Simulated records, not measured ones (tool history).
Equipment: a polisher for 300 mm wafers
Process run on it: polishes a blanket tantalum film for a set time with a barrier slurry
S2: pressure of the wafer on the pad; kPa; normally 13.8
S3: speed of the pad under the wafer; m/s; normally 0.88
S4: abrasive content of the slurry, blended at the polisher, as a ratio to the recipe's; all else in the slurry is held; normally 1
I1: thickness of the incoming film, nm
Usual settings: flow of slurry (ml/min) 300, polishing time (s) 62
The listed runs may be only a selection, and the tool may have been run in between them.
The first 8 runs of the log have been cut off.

-- hour=634.3 slurry nozzle cleaned
run 9 hour=686.9 | flow_of_slurry_(ml/min)=300 S2=10.3 S3=0.88 S4=1.2 polishing_time_(s)=62 | I1=261.3 | film_removed_(Å)=851
run 10 hour=782.3 | flow_of_slurry_(ml/min)=300 S2=13.8 S3=0.88 S4=1 polishing_time_(s)=62 | I1=260.2 | film_removed_(Å)=991
-- hour=847 worn pad replaced by a new one
run 11 hour=855 | flow_of_slurry_(ml/min)=335 S2=15.2 S3=0.88 S4=0.85 polishing_time_(s)=81 | I1=264.5 | film_removed_(Å)=1339
run 12 hour=918.4 | flow_of_slurry_(ml/min)=300 S2=13.8 S3=0.88 S4=1 polishing_time_(s)=62 | I1=260.9 | film_removed_(Å)=993
-- hour=940.8 slurry blender recalibrated
run 13 hour=994.8 | flow_of_slurry_(ml/min)=350 S2=13.8 S3=0.88 S4=1 polishing_time_(s)=62 | I1=255.4 | film_removed_(Å)=998
run 14 hour=1068.1 | flow_of_slurry_(ml/min)=300 S2=13.8 S3=0.88 S4=1 polishing_time_(s)=62 | I1=265.4 | film_removed_(Å)=979
run 15 hour=1173.9 | flow_of_slurry_(ml/min)=300 S2=13.8 S3=0.88 S4=0.8 polishing_time_(s)=72 | I1=262.3 | film_removed_(Å)=1062
-- hour=1296.9 slurry nozzle cleaned
-- hour=1318.1 head pressure recalibrated
run 16 hour=1358.2 | flow_of_slurry_(ml/min)=390 S2=9.7 S3=0.88 S4=1 polishing_time_(s)=62 | I1=266 | film_removed_(Å)=772
run 17 hour=1454.5 | flow_of_slurry_(ml/min)=300 S2=13.8 S3=0.88 S4=1 polishing_time_(s)=62 | I1=261 | film_removed_(Å)=976
run 18 hour=1496.1 | flow_of_slurry_(ml/min)=300 S2=13.8 S3=0.88 S4=1 polishing_time_(s)=62 | I1=258 | film_removed_(Å)=982
-- hour=1507.2 worn pad replaced by a new one
run 19 hour=1561.5 | flow_of_slurry_(ml/min)=300 S2=13.8 S3=1 S4=0.7 polishing_time_(s)=62 | I1=258.1 | film_removed_(Å)=990
-- hour=1587.4 slurry blender recalibrated
run 20 hour=1879 | flow_of_slurry_(ml/min)=300 S2=13.8 S3=0.88 S4=1 polishing_time_(s)=62 | I1=263.8 | film_removed_(Å)=988
run 21 hour=1974.5 | flow_of_slurry_(ml/min)=325 S2=13.8 S3=1.08 S4=0.75 polishing_time_(s)=62 | I1=259.1 | film_removed_(Å)=1092
run 22 hour=2018.5 | flow_of_slurry_(ml/min)=300 S2=13.8 S3=1.18 S4=1 polishing_time_(s)=62 | I1=264.1 | film_removed_(Å)=1326
run 23 hour=2055.6 | flow_of_slurry_(ml/min)=240 S2=17.2 S3=0.88 S4=1 polishing_time_(s)=62 | I1=261.4 | film_removed_(Å)=1117
-- hour=2091 slurry nozzle cleaned
run 24 hour=2108.3 | flow_of_slurry_(ml/min)=300 S2=13.8 S3=0.98 S4=0.8 polishing_time_(s)=80 | I1=260.7 | film_removed_(Å)=1315
-- hour=2137.5 head pressure recalibrated
-- hour=2141.2 worn pad replaced by a new one
run 25 hour=2165.7 | flow_of_slurry_(ml/min)=260 S2=13.8 S3=0.88 S4=1.2 polishing_time_(s)=62 | I1=261 | film_removed_(Å)=1035
-- hour=2235.9 slurry blender recalibrated
run 26 hour=2269.3 | flow_of_slurry_(ml/min)=300 S2=13.8 S3=0.6 S4=0.7 polishing_time_(s)=62 | I1=259.1 | film_removed_(Å)=606
run 27 hour=2351.7 | flow_of_slurry_(ml/min)=205 S2=13.8 S3=0.88 S4=1 polishing_time_(s)=62 | I1=257.9 | film_removed_(Å)=952
run 28 hour=2434.5 | flow_of_slurry_(ml/min)=300 S2=13.8 S3=0.88 S4=1 polishing_time_(s)=62 | I1=262.4 | film_removed_(Å)=1002
run 29 hour=2538.9 | flow_of_slurry_(ml/min)=300 S2=16.5 S3=1.14 S4=1 polishing_time_(s)=62 | I1=259.9 | film_removed_(Å)=1461
run 30 hour=2646 | flow_of_slurry_(ml/min)=300 S2=13.8 S3=0.88 S4=1 polishing_time_(s)=53 | I1=258.3 | film_removed_(Å)=837
run 31 hour=2719.6 | flow_of_slurry_(ml/min)=300 S2=13.8 S3=0.88 S4=1 polishing_time_(s)=62 | I1=261.4 | film_removed_(Å)=995

Predict each of these 3 candidate next runs independently; none follows another, all start after run 31:
run A hour=2720 | flow_of_slurry_(ml/min)=300 S2=13.8 S3=0.88 S4=1 polishing_time_(s)=62 | I1=258.8 | film_removed_(Å)=?
run B hour=2720 | flow_of_slurry_(ml/min)=300 S2=13.8 S3=0.88 S4=0.8 polishing_time_(s)=62 | I1=258.8 | film_removed_(Å)=?
run C hour=2720 | flow_of_slurry_(ml/min)=300 S2=9.7 S3=0.88 S4=1 polishing_time_(s)=62 | I1=258.8 | film_removed_(Å)=?

run=A film_removed_(Å)=1002
run=B film_removed_(Å)=931
run=C film_removed_(Å)=779
Stripped of hidden state, with their random variation kept, the same runs would have yielded:
run=A film_removed_(Å)=1002
run=B film_removed_(Å)=931
run=C film_removed_(Å)=779
